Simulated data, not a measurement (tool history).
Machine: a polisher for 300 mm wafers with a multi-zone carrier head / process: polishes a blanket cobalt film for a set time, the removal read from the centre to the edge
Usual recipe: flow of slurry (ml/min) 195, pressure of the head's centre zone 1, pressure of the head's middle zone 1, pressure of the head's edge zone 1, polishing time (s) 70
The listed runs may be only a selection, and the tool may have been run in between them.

run	hour	flow of slurry (ml/min)	pressure of the head's centre zone	pressure of the head's middle zone	pressure of the head's edge zone	polishing time (s)	incoming thickness of the incoming film, nm	film removed at the wafer's centre (angstrom)	film removed at mid-radius (angstrom)	film removed at the wafer's edge (angstrom)
1	0	195	0.96	1	0.88	87	1439.5	2297	2434	2321
# hour 16.2: worn pad replaced by a new one
# hour 40.6: slurry nozzle cleaned
2	50.1	195	0.94	1	1.1	70	1444.2	1931	2041	2161
3	140.3	160	1.09	1	1	70	1440.8	2008	1953	1969
4	194.1	195	1	1	0.97	49	1442.1	1360	1449	1363
5	274.5	195	1	1	1	70	1436.8	1958	2083	2004
6	316.1	195	1	1	1	70	1423.7	1998	2031	2028
7	405	135	0.89	0.93	0.94	70	1422.2	1659	1718	1848
# hour 446.3: carrier head's membrane replaced by a new one
# hour 459.8: centre zone pressure recalibrated
# hour 469: edge zone pressure recalibrated
8	469.5	220	0.94	1.09	0.91	70	1437.2	1986	2164	1976
9	567.4	215	0.93	0.91	0.93	70	1420.2	1916	1869	1968
10	609.6	195	1.08	1	1	70	1426.6	2036	1979	1989
11	703.4	195	0.97	1.06	1	70	1444.5	1865	2064	1977
# hour 761.3: worn pad replaced by a new one
12	776.8	195	1	1	1	55	1450.7	1511	1554	1566
# hour 948.8: slurry nozzle cleaned
13	986.3	195	0.89	0.89	1.11	47	1442.4	1256	1248	1399
14	1046.4	195	0.94	0.9	1	70	1444.3	1920	1847	2088
# hour 1138.8: centre zone pressure recalibrated
15	1239.2	195	0.92	1.04	1	70	1418.6	1923	2105	2028
16	1330.2	195	1	1	1	70	1419.4	1963	2033	2012
17	1419	260	1	1	1	70	1441.9	2042	2099	2065
18	1504.8	195	1	1	1	90	1444.6	2486	2525	2585
# hour 1543: worn pad replaced by a new one
19	1577.3	195	1	1	1	70	1430.8	1918	1991	1971
# hour 1581.9: edge zone pressure recalibrated
20	1634.5	195	1	1	1	70	1451.7	1907	2036	1940
21	1734.6	240	1.06	1	1.11	70	1437.3	2044	2029	2127

Measured minus without-hidden-state, run by run (identical run-to-run variation in each term; gauge scatter may differ):
The tool's hidden condition here consists of: removal rate lost through wear of the pad, %; slurry flow missing at the pad, %; deviation of the centre zone's pressure from its setpoint, %; deviation of the edge zone's pressure from its setpoint, %.
run	film removed at the wafer's centre (angstrom)	film removed at mid-radius (angstrom)	film removed at the wafer's edge (angstrom)
1	-236	-160	-109
2	-67	-9	-8
3	-92	-23	-16
4	-66	-18	-12
5	-109	-36	-26
6	-119	-40	-29
7	-138	-65	-49
8	-64	-58	-38
9	-103	-62	-49
10	-135	-80	-59
11	-155	-100	-69
12	-144	-85	-62
13	-53	-4	-3
14	-90	-11	-10
15	-66	-36	-26
16	-98	-47	-34
17	-109	-45	-33
18	-183	-89	-67
19	-160	-81	-59
20	-172	-92	-64
21	-182	-89	-68
